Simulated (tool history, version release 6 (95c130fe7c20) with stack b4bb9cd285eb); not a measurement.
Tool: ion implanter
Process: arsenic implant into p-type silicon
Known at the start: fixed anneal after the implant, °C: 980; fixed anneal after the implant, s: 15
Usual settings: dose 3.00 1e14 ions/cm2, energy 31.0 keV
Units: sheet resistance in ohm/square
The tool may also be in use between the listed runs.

run	hour	dose	energy	read-back reference wafer on the same gauge, sheet resistance	sheet resistance
1	0.0	3.00	31.0	232.02	282.70
2	71.3	3.00	31.0	232.04	281.10
3	120.3	2.46	34.5	231.92	319.73
4	191.3	2.46	34.5	231.99	318.50
5	254.0	2.46	34.5	232.08	318.77
6	282.4	3.44	36.0	231.97	247.66
7	317.4	3.44	36.0	231.91	247.57
8	384.5	3.44	36.0	231.96	247.02
# hour 416.5: Faraday cup replaced and dose calibrated
9	455.2	3.00	31.0	231.91	282.64
10	518.3	3.00	31.0	231.89	281.84
11	556.2	3.00	31.0	232.07	280.58
12	603.0	3.00	31.0	232.03	280.17
13	789.1	3.00	31.0	231.96	279.96
14	836.6	3.00	28.0	232.14	283.56
15	870.1	2.70	20.5	232.11	320.40
# hour 924.9: Faraday cup replaced and dose calibrated
16	925.4	3.25	22.5	232.02	279.46
17	974.0	2.11	28.0	232.10	371.17
# hour 1018.3: gauge calibrated
18	1113.2	2.50	40.5	232.06	308.51
19	1167.6	3.57	26.0	232.10	253.11
20	1192.2	3.67	25.5	232.01	248.39
# hour 1227.2: extraction supply calibrated
21	1231.0	2.12	20.0	231.83	386.02
22	1302.0	2.65	31.0	232.00	305.86
23	1350.8	3.00	31.0	231.92	279.77
24	1407.8	2.55	31.0	232.04	315.62
# hour 1445.0: Faraday cup replaced and dose calibrated
25	1445.5	3.63	36.0	232.13	239.33
26	1506.0	3.00	31.0	232.07	282.58
27	1541.4	3.32	28.0	231.91	264.50

Run 28 comes next. What will it give?
28	1591.6	3.00	31.0	?	?

{"run 28": {"read-back reference wafer on the same gauge, sheet resistance": 231.95, "sheet resistance": 280.7}}
Without the tool's hidden state the same run would have given sheet resistance 283.24 ohm/square.
